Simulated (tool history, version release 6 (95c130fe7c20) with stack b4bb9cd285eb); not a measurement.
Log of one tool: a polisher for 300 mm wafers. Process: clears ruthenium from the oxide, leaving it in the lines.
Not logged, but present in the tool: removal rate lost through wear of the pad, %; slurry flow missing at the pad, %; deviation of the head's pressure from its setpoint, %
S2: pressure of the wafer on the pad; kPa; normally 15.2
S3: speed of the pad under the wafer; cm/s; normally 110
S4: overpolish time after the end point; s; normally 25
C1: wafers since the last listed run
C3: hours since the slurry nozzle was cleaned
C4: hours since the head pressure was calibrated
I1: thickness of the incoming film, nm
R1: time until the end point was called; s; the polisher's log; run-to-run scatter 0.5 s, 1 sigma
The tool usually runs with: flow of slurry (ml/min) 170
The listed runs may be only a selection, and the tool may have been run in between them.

{"run": 1, "hour": 0.0, "flow of slurry (ml/min)": 170, "S2": 15.2, "S3": 110, "S4": 25, "C1": 0, "wafers polished on this pad": 1306, "C3": 549.7, "C4": 573.4, "I1": 88.3, "R1": 52}
{"run": 2, "hour": 13.1, "flow of slurry (ml/min)": 170, "S2": 15.2, "S3": 110, "S4": 25, "C1": 93, "wafers polished on this pad": 1400, "C3": 562.8, "C4": 586.5, "I1": 88.6, "R1": 53.1}
{"run": 3, "hour": 21.4, "flow of slurry (ml/min)": 170, "S2": 15.2, "S3": 110, "S4": 25, "C1": 59, "wafers polished on this pad": 1459, "C3": 571.1, "C4": 594.8, "I1": 89.4, "R1": 52.8}
{"hour": 29.5, "done": "worn pad replaced by a new one"}
{"run": 4, "hour": 33.2, "flow of slurry (ml/min)": 170, "S2": 15.2, "S3": 110, "S4": 22, "C1": 55, "wafers polished on this pad": 26, "C3": 582.9, "C4": 606.6, "I1": 90.3, "R1": 52.7}
{"run": 5, "hour": 48.5, "flow of slurry (ml/min)": 170, "S2": 15.2, "S3": 110, "S4": 22, "C1": 109, "wafers polished on this pad": 135, "C3": 598.2, "C4": 621.9, "I1": 90, "R1": 53.1}
{"run": 6, "hour": 56.4, "flow of slurry (ml/min)": 170, "S2": 15.2, "S3": 110, "S4": 25, "C1": 56, "wafers polished on this pad": 192, "C3": 606.1, "C4": 629.8, "I1": 88.3, "R1": 52.6}
{"run": 7, "hour": 68.5, "flow of slurry (ml/min)": 170, "S2": 15.2, "S3": 110, "S4": 25, "C1": 86, "wafers polished on this pad": 278, "C3": 618.2, "C4": 641.9, "I1": 91.2, "R1": 54.5}
{"run": 8, "hour": 114.7, "flow of slurry (ml/min)": 170, "S2": 15.2, "S3": 110, "S4": 25, "C1": 330, "wafers polished on this pad": 608, "C3": 664.4, "C4": 688.1, "I1": 90.2, "R1": 53.6}
{"run": 9, "hour": 132.1, "flow of slurry (ml/min)": 170, "S2": 13.8, "S3": 110, "S4": 25, "C1": 124, "wafers polished on this pad": 733, "C3": 681.8, "C4": 705.5, "I1": 89.4, "R1": 58.4}
{"run": 10, "hour": 147.0, "flow of slurry (ml/min)": 170, "S2": 15.2, "S3": 110, "S4": 25, "C1": 106, "wafers polished on this pad": 839, "C3": 696.7, "C4": 720.4, "I1": 90.4, "R1": 53.6}
{"hour": 152.9, "done": "slurry nozzle cleaned"}
{"run": 11, "hour": 159.5, "flow of slurry (ml/min)": 170, "S2": 15.2, "S3": 110, "S4": 25, "C1": 82, "wafers polished on this pad": 921, "C3": 6.6, "C4": 732.9, "I1": 89.3, "R1": 52.6}
{"run": 12, "hour": 168.9, "flow of slurry (ml/min)": 170, "S2": 15.2, "S3": 110, "S4": 15, "C1": 67, "wafers polished on this pad": 989, "C3": 16, "C4": 742.3, "I1": 89.5, "R1": 53.1}
{"run": 13, "hour": 184.7, "flow of slurry (ml/min)": 170, "S2": 15.2, "S3": 110, "S4": 25, "C1": 112, "wafers polished on this pad": 1102, "C3": 31.8, "C4": 758.1, "I1": 89.7, "R1": 53.4}
{"run": 14, "hour": 200.7, "flow of slurry (ml/min)": 170, "S2": 15.2, "S3": 110, "S4": 25, "C1": 114, "wafers polished on this pad": 1216, "C3": 47.8, "C4": 774.1, "I1": 89.7, "R1": 53.3}
{"run": 15, "hour": 217.5, "flow of slurry (ml/min)": 170, "S2": 15.2, "S3": 122, "S4": 25, "C1": 120, "wafers polished on this pad": 1336, "C3": 64.6, "C4": 790.9, "I1": 89.8, "R1": 48.2}
{"run": 16, "hour": 225.8, "flow of slurry (ml/min)": 170, "S2": 15.2, "S3": 110, "S4": 25, "C1": 59, "wafers polished on this pad": 1395, "C3": 72.9, "C4": 799.2, "I1": 88.1, "R1": 51.6}
{"run": 17, "hour": 243.5, "flow of slurry (ml/min)": 170, "S2": 15.2, "S3": 110, "S4": 25, "C1": 126, "wafers polished on this pad": 1522, "C3": 90.6, "C4": 816.9, "I1": 89, "R1": 52.6}
{"hour": 254.5, "done": "worn pad replaced by a new one"}
{"run": 18, "hour": 255.0, "flow of slurry (ml/min)": 170, "S2": 15.2, "S3": 110, "S4": 25, "C1": 53, "wafers polished on this pad": 3, "C3": 102.1, "C4": 828.4, "I1": 91.2, "R1": 53.3}
{"hour": 262.6, "done": "head pressure recalibrated"}
{"run": 19, "hour": 267.9, "flow of slurry (ml/min)": 170, "S2": 15.2, "S3": 110, "S4": 13, "C1": 77, "wafers polished on this pad": 81, "C3": 115, "C4": 5.3, "I1": 88.2, "R1": 56.7}
{"run": 20, "hour": 283.3, "flow of slurry (ml/min)": 170, "S2": 15.2, "S3": 110, "S4": 25, "C1": 110, "wafers polished on this pad": 191, "C3": 130.4, "C4": 20.7, "I1": 91.1, "R1": 58.6}
{"run": 21, "hour": 297.4, "flow of slurry (ml/min)": 155, "S2": 20.7, "S3": 134, "S4": 16, "C1": 100, "wafers polished on this pad": 292, "C3": 144.5, "C4": 34.8, "I1": 88.8, "R1": 34.7}
{"run": 22, "hour": 306.6, "flow of slurry (ml/min)": 200, "S2": 16.5, "S3": 146, "S4": 12, "C1": 65, "wafers polished on this pad": 357, "C3": 153.7, "C4": 44, "I1": 91.7, "R1": 39.6}
{"run": 23, "hour": 321.3, "flow of slurry (ml/min)": 170, "S2": 15.2, "S3": 110, "S4": 25, "C1": 105, "wafers polished on this pad": 462, "C3": 168.4, "C4": 58.7, "I1": 90.3, "R1": 56.6}
{"run": 24, "hour": 329.4, "flow of slurry (ml/min)": 130, "S2": 15.2, "S3": 78, "S4": 38, "C1": 57, "wafers polished on this pad": 520, "C3": 176.5, "C4": 66.8, "I1": 90, "R1": 81.3}
{"run": 25, "hour": 337.9, "flow of slurry (ml/min)": 170, "S2": 15.2, "S3": 110, "S4": 25, "C1": 60, "wafers polished on this pad": 581, "C3": 185, "C4": 75.3, "I1": 88.7, "R1": 55}
{"run": 26, "hour": 353.7, "flow of slurry (ml/min)": 215, "S2": 15.2, "S3": 110, "S4": 14, "C1": 112, "wafers polished on this pad": 694, "C3": 200.8, "C4": 91.1, "I1": 90, "R1": 54.5}
{"run": 27, "hour": 369.0, "flow of slurry (ml/min)": 205, "S2": 15.2, "S3": 110, "S4": 36, "C1": 109, "wafers polished on this pad": 803, "C3": 216.1, "C4": 106.4, "I1": 90.2, "R1": 53.6}
{"run": 28, "hour": 380.8, "flow of slurry (ml/min)": 170, "S2": 17.9, "S3": 146, "S4": 25, "C1": 84, "wafers polished on this pad": 888, "C3": 227.9, "C4": 118.2, "I1": 90.6, "R1": 36.1}
{"run": 29, "hour": 395.6, "flow of slurry (ml/min)": 120, "S2": 15.2, "S3": 138, "S4": 15, "C1": 105, "wafers polished on this pad": 993, "C3": 242.7, "C4": 133, "I1": 90, "R1": 46.9}
{"run": 30, "hour": 406.6, "flow of slurry (ml/min)": 145, "S2": 20, "S3": 110, "S4": 12, "C1": 78, "wafers polished on this pad": 1072, "C3": 253.7, "C4": 144, "I1": 88.7, "R1": 42.2}
{"run": 31, "hour": 420.5, "flow of slurry (ml/min)": 170, "S2": 9.7, "S3": 132, "S4": 25, "C1": 99, "wafers polished on this pad": 1171, "C3": 267.6, "C4": 157.9, "I1": 89.6, "R1": 72.5}

Run-by-run hidden state of the tool:
removal rate lost through wear of the pad, %: 0, the same for each run
slurry flow missing at the pad, %: 0, the same for each run
H1: deviation of the head's pressure from its setpoint, %
run=1 H1=9.49
run=2 H1=9.55
run=3 H1=9.59
run=4 H1=9.64
run=5 H1=9.71
run=6 H1=9.74
run=7 H1=9.79
run=8 H1=9.95
run=9 H1=10
run=10 H1=10
run=11 H1=10.1
run=12 H1=10.1
run=13 H1=10.1
run=14 H1=10.2
run=15 H1=10.2
run=16 H1=10.2
run=17 H1=10.3
run=18 H1=10.3
run=19 H1=1.32
run=20 H1=2.07
run=21 H1=2.71
run=22 H1=3.11
run=23 H1=3.72
run=24 H1=4.04
run=25 H1=4.37
run=26 H1=4.94
run=27 H1=5.47
run=28 H1=5.85
run=29 H1=6.31
run=30 H1=6.63
run=31 H1=7.01
